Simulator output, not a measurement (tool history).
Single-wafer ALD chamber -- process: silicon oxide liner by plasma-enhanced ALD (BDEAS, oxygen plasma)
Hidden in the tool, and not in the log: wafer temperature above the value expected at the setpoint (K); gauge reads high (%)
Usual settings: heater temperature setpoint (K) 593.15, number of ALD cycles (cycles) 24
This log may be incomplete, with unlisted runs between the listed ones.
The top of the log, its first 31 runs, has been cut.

| run | hour | heater temperature setpoint (K) | number of ALD cycles (cycles) | wafers since the last listed run | hours since the last thermocouple change | hours since the gauge calibration | read-back reference wafer on the same gauge, thickness_nm | mean film thickness on the monitor wafer (angstrom) |
|---|---|---|---|---|---|---|---|---|
| 32 | 1498.4 | 599.15 | 28 | 1105 | 490.6 | 309.8 | 2.547 | 26.73 |
| 33 | 1530.3 | 593.15 | 24 | 574 | 522.5 | 341.7 | 2.549 | 23.14 |
| 34 | 1563.5 | 583.15 | 19 | 597 | 555.7 | 374.9 | 2.552 | 18.42 |
| 35 | 1588.9 | 597.15 | 20 | 457 | 581.1 | 400.3 | 2.548 | 19.14 |
| 36 | 1618.5 | 606.15 | 28 | 533 | 610.7 | 429.9 | 2.549 | 26.66 |
| 37 | 1671.5 | 578.15 | 24 | 954 | 663.7 | 482.9 | 2.547 | 23.47 |
| 38 | 1721.6 | 602.15 | 24 | 902 | 713.8 | 533.0 | 2.551 | 23.03 |
| 39 | 1751.1 | 583.15 | 25 | 531 | 743.3 | 562.5 | 2.554 | 24.25 |
| 40 | 1812.3 | 603.15 | 26 | 1102 | 804.5 | 623.7 | 2.553 | 24.71 |
| 41 | 1862.4 | 602.15 | 24 | 902 | 854.6 | 673.8 | 2.550 | 22.66 |
| 42 | 1903.3 | 589.15 | 22 | 736 | 895.5 | 714.7 | 2.544 | 21.55 |

What if the next run were any one of these 4? Each begins from the tool's condition after run 42:
| A | 1903.7 | 593.15 | 24 | 7 | 895.9 | 715.1 | ? | ? |
| B | 1903.7 | 604.15 | 20 | 7 | 895.9 | 715.1 | ? | ? |
| C | 1903.7 | 583.15 | 24 | 7 | 895.9 | 715.1 | ? | ? |
| D | 1903.7 | 602.15 | 27 | 7 | 895.9 | 715.1 | ? | ? |

| run | read-back reference wafer on the same gauge, thickness_nm | mean film thickness on the monitor wafer (angstrom) |
|---|---|---|
| A | 2.552 | 22.93 |
| B | 2.552 | 18.84 |
| C | 2.552 | 23.23 |
| D | 2.552 | 25.50 |
Had the tool no hidden state, the same runs would have come out as:
| run | mean film thickness on the monitor wafer (angstrom) |
|---|---|
| A | 22.93 |
| B | 18.84 |
| C | 23.23 |
| D | 25.50 |
